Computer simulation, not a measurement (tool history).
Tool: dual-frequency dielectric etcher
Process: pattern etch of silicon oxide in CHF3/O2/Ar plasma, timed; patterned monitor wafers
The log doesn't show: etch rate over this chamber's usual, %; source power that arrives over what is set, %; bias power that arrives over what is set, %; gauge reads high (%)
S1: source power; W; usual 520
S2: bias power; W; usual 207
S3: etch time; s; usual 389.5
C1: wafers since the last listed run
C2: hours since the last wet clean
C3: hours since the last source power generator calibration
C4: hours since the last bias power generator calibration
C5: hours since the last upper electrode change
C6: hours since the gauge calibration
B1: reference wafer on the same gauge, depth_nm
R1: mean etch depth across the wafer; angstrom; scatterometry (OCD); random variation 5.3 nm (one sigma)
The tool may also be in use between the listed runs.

run 1 hour=0.0 | S1=520 S2=207 S3=389.5 | C1=0 C2=355.3 C3=2762.3 C4=4303.2 C5=4565.4 C6=682.1 | B1=712.2 | R1=7639
-- hour=33.2 upper electrode replaced
run 2 hour=33.7 | S1=520 S2=207 S3=389.5 | C1=56 C2=389.0 C3=2796.0 C4=4336.9 C5=0.5 C6=715.8 | B1=710.8 | R1=7665
run 3 hour=44.5 | S1=520 S2=193 S3=389.5 | C1=62 C2=399.8 C3=2806.8 C4=4347.7 C5=11.3 C6=726.6 | B1=709.9 | R1=7551
-- hour=86.6 wet clean of the chamber
run 4 hour=87.1 | S1=520 S2=239 S3=389.5 | C1=107 C2=0.5 C3=2849.4 C4=4390.3 C5=53.9 C6=769.2 | B1=710.9 | R1=7786
-- hour=93.4 bias power generator calibrated
run 5 hour=106.1 | S1=520 S2=239 S3=389.5 | C1=86 C2=19.5 C3=2868.4 C4=12.7 C5=72.9 C6=788.2 | B1=711.8 | R1=7762
run 6 hour=121.3 | S1=520 S2=239 S3=389.5 | C1=87 C2=34.7 C3=2883.6 C4=27.9 C5=88.1 C6=803.4 | B1=709.4 | R1=7719
run 7 hour=139.0 | S1=520 S2=207 S3=465.5 | C1=102 C2=52.4 C3=2901.3 C4=45.6 C5=105.8 C6=821.1 | B1=711.6 | R1=8730
run 8 hour=155.8 | S1=520 S2=207 S3=389.5 | C1=97 C2=69.2 C3=2918.1 C4=62.4 C5=122.6 C6=837.9 | B1=712.1 | R1=7327
run 9 hour=184.9 | S1=480 S2=207 S3=389.5 | C1=168 C2=98.3 C3=2947.2 C4=91.5 C5=151.7 C6=867.0 | B1=711.0 | R1=7166
run 10 hour=208.0 | S1=480 S2=207 S3=389.5 | C1=133 C2=121.4 C3=2970.3 C4=114.6 C5=174.8 C6=890.1 | B1=711.1 | R1=7116
run 11 hour=237.1 | S1=520 S2=207 S3=389.5 | C1=168 C2=150.5 C3=2999.4 C4=143.7 C5=203.9 C6=919.2 | B1=710.6 | R1=7361
-- hour=277.5 wet clean of the chamber, repeated, since the last time left the tool worse
run 12 hour=278.0 | S1=520 S2=207 S3=389.5 | C1=97 C2=0.5 C3=3040.3 C4=184.6 C5=244.8 C6=960.1 | B1=712.0 | R1=7858
run 13 hour=280.8 | S1=520 S2=207 S3=389.5 | C1=16 C2=3.3 C3=3043.1 C4=187.4 C5=247.6 C6=962.9 | B1=711.7 | R1=7758
run 14 hour=307.8 | S1=590 S2=207 S3=420.0 | C1=156 C2=30.3 C3=3070.1 C4=214.4 C5=274.6 C6=989.9 | B1=710.1 | R1=8851
run 15 hour=325.1 | S1=410 S2=228 S3=277.5 | C1=100 C2=47.6 C3=3087.4 C4=231.7 C5=291.9 C6=1007.2 | B1=711.4 | R1=5286
-- hour=327.9 gauge calibrated
run 16 hour=354.5 | S1=640 S2=190 S3=389.5 | C1=169 C2=77.0 C3=3116.8 C4=261.1 C5=321.3 C6=26.6 | B1=710.8 | R1=8125
run 17 hour=388.3 | S1=520 S2=236 S3=436.5 | C1=195 C2=110.8 C3=3150.6 C4=294.9 C5=355.1 C6=60.4 | B1=710.2 | R1=9107
run 18 hour=404.9 | S1=410 S2=187 S3=295.5 | C1=95 C2=127.4 C3=3167.2 C4=311.5 C5=371.7 C6=77.0 | B1=711.2 | R1=5148
run 19 hour=435.9 | S1=640 S2=228 S3=432.5 | C1=179 C2=158.4 C3=3198.2 C4=342.5 C5=402.7 C6=108.0 | B1=711.4 | R1=9552
run 20 hour=463.8 | S1=520 S2=207 S3=389.5 | C1=161 C2=186.3 C3=3226.1 C4=370.4 C5=430.6 C6=135.9 | B1=710.5 | R1=7753
run 21 hour=487.3 | S1=600 S2=207 S3=288.5 | C1=135 C2=209.8 C3=3249.6 C4=393.9 C5=454.1 C6=159.4 | B1=711.2 | R1=6054
-- hour=493.6 source power generator calibrated
run 22 hour=503.0 | S1=520 S2=207 S3=389.5 | C1=67 C2=225.5 C3=9.4 C4=409.6 C5=469.8 C6=175.1 | B1=710.7 | R1=7749
run 23 hour=529.2 | S1=430 S2=160 S3=495.0 | C1=151 C2=251.7 C3=35.6 C4=435.8 C5=496.0 C6=201.3 | B1=711.7 | R1=8482
run 24 hour=560.9 | S1=440 S2=207 S3=299.5 | C1=183 C2=283.4 C3=67.3 C4=467.5 C5=527.7 C6=233.0 | B1=711.5 | R1=5568
run 25 hour=578.4 | S1=460 S2=163 S3=471.0 | C1=101 C2=300.9 C3=84.8 C4=485.0 C5=545.2 C6=250.5 | B1=711.6 | R1=8215
run 26 hour=645.5 | S1=580 S2=243 S3=295.0 | C1=387 C2=368.0 C3=151.9 C4=552.1 C5=612.3 C6=317.6 | B1=712.3 | R1=6392
run 27 hour=671.3 | S1=420 S2=249 S3=428.5 | C1=149 C2=393.8 C3=177.7 C4=577.9 C5=638.1 C6=343.4 | B1=710.7 | R1=8339
run 28 hour=686.0 | S1=470 S2=165 S3=491.5 | C1=84 C2=408.5 C3=192.4 C4=592.6 C5=652.8 C6=358.1 | B1=711.5 | R1=8555
-- hour=724.3 wet clean of the chamber
run 29 hour=724.8 | S1=580 S2=226 S3=296.0 | C1=85 C2=0.5 C3=231.2 C4=631.4 C5=691.6 C6=396.9 | B1=711.4 | R1=6482
run 30 hour=725.3 | S1=650 S2=177 S3=482.5 | C1=2 C2=1.0 C3=231.7 C4=631.9 C5=692.1 C6=397.4 | B1=711.4 | R1=10128
run 31 hour=744.9 | S1=520 S2=227 S3=389.5 | C1=113 C2=20.6 C3=251.3 C4=651.5 C5=711.7 C6=417.0 | B1=710.6 | R1=8157

The tool's hidden state at each run:
source power that arrives over what is set, %: 0 in every run
bias power that arrives over what is set, %: 0 in every run
gauge reads high (%): 0 in every run
H1: etch rate over this chamber's usual, %
run=1 H1=-2.45
run=2 H1=-2.65
run=3 H1=-2.71
run=4 H1=-5.76
run=5 H1=-5.88
run=6 H1=-5.97
run=7 H1=-6.07
run=8 H1=-6.17
run=9 H1=-6.35
run=10 H1=-6.49
run=11 H1=-6.66
run=12 H1=-0.517
run=13 H1=-0.534
run=14 H1=-0.696
run=15 H1=-0.8
run=16 H1=-0.976
run=17 H1=-1.18
run=18 H1=-1.28
run=19 H1=-1.47
run=20 H1=-1.63
run=21 H1=-1.77
run=22 H1=-1.87
run=23 H1=-2.03
run=24 H1=-2.22
run=25 H1=-2.32
run=26 H1=-2.72
run=27 H1=-2.88
run=28 H1=-2.97
run=29 H1=0.113
run=30 H1=0.11
run=31 H1=-0.0074
